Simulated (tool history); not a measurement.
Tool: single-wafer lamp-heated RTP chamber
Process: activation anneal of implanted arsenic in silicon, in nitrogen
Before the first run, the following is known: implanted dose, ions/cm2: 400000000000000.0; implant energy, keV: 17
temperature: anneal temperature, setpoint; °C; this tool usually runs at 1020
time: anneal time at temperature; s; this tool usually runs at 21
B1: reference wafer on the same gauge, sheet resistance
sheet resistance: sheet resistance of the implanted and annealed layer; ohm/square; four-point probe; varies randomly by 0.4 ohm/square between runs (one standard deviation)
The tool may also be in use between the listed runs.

{"run": 1, "hour": 0.0, "temperature": 1020, "time": 21, "B1": 226.89, "sheet resistance": 241.17}
{"run": 2, "hour": 7.8, "temperature": 1020, "time": 25, "B1": 227.01, "sheet resistance": 239.41}
{"run": 3, "hour": 14.0, "temperature": 1004, "time": 21, "B1": 226.97, "sheet resistance": 243.55}
{"run": 4, "hour": 27.6, "temperature": 1004, "time": 21, "B1": 226.98, "sheet resistance": 243.79}
{"run": 5, "hour": 35.7, "temperature": 1020, "time": 30, "B1": 227.15, "sheet resistance": 237.66}
{"run": 6, "hour": 52.5, "temperature": 1020, "time": 26, "B1": 226.95, "sheet resistance": 238.11}
{"run": 7, "hour": 63.9, "temperature": 1020, "time": 26, "B1": 226.94, "sheet resistance": 238.3}
{"run": 8, "hour": 75.0, "temperature": 1020, "time": 21, "B1": 226.92, "sheet resistance": 240.82}
{"hour": 92.5, "done": "pyrometer window cleaned and pyrometer calibrated"}
{"run": 9, "hour": 93.0, "temperature": 1044, "time": 21, "B1": 226.82, "sheet resistance": 238.13}
{"hour": 107.7, "done": "reflector plate cleaned"}
{"run": 10, "hour": 118.9, "temperature": 1044, "time": 21, "B1": 227, "sheet resistance": 237.05}
{"run": 11, "hour": 135.3, "temperature": 1020, "time": 21, "B1": 226.97, "sheet resistance": 241.47}
{"run": 12, "hour": 149.2, "temperature": 1020, "time": 21, "B1": 227.02, "sheet resistance": 241.16}
{"run": 13, "hour": 163.4, "temperature": 1020, "time": 21, "B1": 226.87, "sheet resistance": 240.7}
{"run": 14, "hour": 172.4, "temperature": 997, "time": 16, "B1": 227.07, "sheet resistance": 245.8}
{"run": 15, "hour": 183.9, "temperature": 997, "time": 16, "B1": 226.92, "sheet resistance": 245.75}
{"run": 16, "hour": 195.6, "temperature": 997, "time": 16, "B1": 227.14, "sheet resistance": 245.66}
{"run": 17, "hour": 234.2, "temperature": 1013, "time": 21, "B1": 226.9, "sheet resistance": 241.95}
{"hour": 251.4, "done": "pyrometer window cleaned and pyrometer calibrated"}
{"run": 18, "hour": 251.9, "temperature": 1020, "time": 21, "B1": 227.05, "sheet resistance": 242.88}
{"run": 19, "hour": 259.4, "temperature": 1020, "time": 32, "B1": 227, "sheet resistance": 239.37}
{"run": 20, "hour": 270.9, "temperature": 1031, "time": 14, "B1": 227.14, "sheet resistance": 243.38}
{"hour": 276.0, "done": "gauge calibrated"}
{"hour": 281.9, "done": "reflector plate cleaned"}
{"run": 21, "hour": 287.5, "temperature": 1030, "time": 21, "B1": 227.1, "sheet resistance": 239.85}
{"run": 22, "hour": 301.0, "temperature": 1020, "time": 21, "B1": 227.24, "sheet resistance": 241.43}
{"run": 23, "hour": 309.9, "temperature": 1003, "time": 29, "B1": 226.91, "sheet resistance": 241.55}
{"run": 24, "hour": 323.9, "temperature": 1047, "time": 27, "B1": 226.84, "sheet resistance": 232.95}
{"run": 25, "hour": 339.9, "temperature": 1048, "time": 21, "B1": 227.03, "sheet resistance": 234.74}
{"run": 26, "hour": 352.0, "temperature": 1020, "time": 21, "B1": 227.26, "sheet resistance": 240.65}
{"run": 27, "hour": 365.1, "temperature": 1004, "time": 21, "B1": 226.97, "sheet resistance": 243.66}
{"hour": 381.5, "done": "pyrometer window cleaned and pyrometer calibrated"}
{"run": 28, "hour": 382.0, "temperature": 1003, "time": 24, "B1": 226.91, "sheet resistance": 244.42}
{"run": 29, "hour": 389.6, "temperature": 1020, "time": 21, "B1": 227, "sheet resistance": 242.06}
{"run": 30, "hour": 397.1, "temperature": 1020, "time": 21, "B1": 226.94, "sheet resistance": 241.96}
{"run": 31, "hour": 410.2, "temperature": 1004, "time": 9, "B1": 227.02, "sheet resistance": 248.56}
{"run": 32, "hour": 425.0, "temperature": 1034, "time": 29, "B1": 227.07, "sheet resistance": 236.29}
{"run": 33, "hour": 432.2, "temperature": 1020, "time": 21, "B1": 226.83, "sheet resistance": 240.88}
{"run": 34, "hour": 449.2, "temperature": 1020, "time": 9, "B1": 226.91, "sheet resistance": 245.93}
{"hour": 464.6, "done": "reflector plate cleaned"}
{"run": 35, "hour": 465.1, "temperature": 1032, "time": 11, "B1": 227, "sheet resistance": 243.73}
{"run": 36, "hour": 474.3, "temperature": 1020, "time": 26, "B1": 227.01, "sheet resistance": 239.11}
{"run": 37, "hour": 486.4, "temperature": 1030, "time": 10, "B1": 227.02, "sheet resistance": 244.74}
{"run": 38, "hour": 495.2, "temperature": 1044, "time": 29, "B1": 226.85, "sheet resistance": 232.04}

Give the tool's hidden conditions for every run:
wafer temperature error from the tarnished reflector plate, K: 0 across all the runs
gauge reads high (%): 0 across all the runs
H1: true wafer temperature minus pyrometer reading, K
run=1 H1=9
run=2 H1=9.69
run=3 H1=10.2
run=4 H1=11
run=5 H1=11.4
run=6 H1=12.1
run=7 H1=12.5
run=8 H1=12.7
run=9 H1=0.664
run=10 H1=5.65
run=11 H1=7.72
run=12 H1=9.03
run=13 H1=10
run=14 H1=10.5
run=15 H1=11.1
run=16 H1=11.5
run=17 H1=12.4
run=18 H1=0.855
run=19 H1=2.57
run=20 H1=4.75
run=21 H1=7.14
run=22 H1=8.59
run=23 H1=9.35
run=24 H1=10.3
run=25 H1=11.1
run=26 H1=11.6
run=27 H1=12
run=28 H1=0.399
run=29 H1=2.13
run=30 H1=3.61
run=31 H1=5.72
run=32 H1=7.53
run=33 H1=8.24
run=34 H1=9.57
run=35 H1=10.5
run=36 H1=10.9
run=37 H1=11.3
run=38 H1=11.6

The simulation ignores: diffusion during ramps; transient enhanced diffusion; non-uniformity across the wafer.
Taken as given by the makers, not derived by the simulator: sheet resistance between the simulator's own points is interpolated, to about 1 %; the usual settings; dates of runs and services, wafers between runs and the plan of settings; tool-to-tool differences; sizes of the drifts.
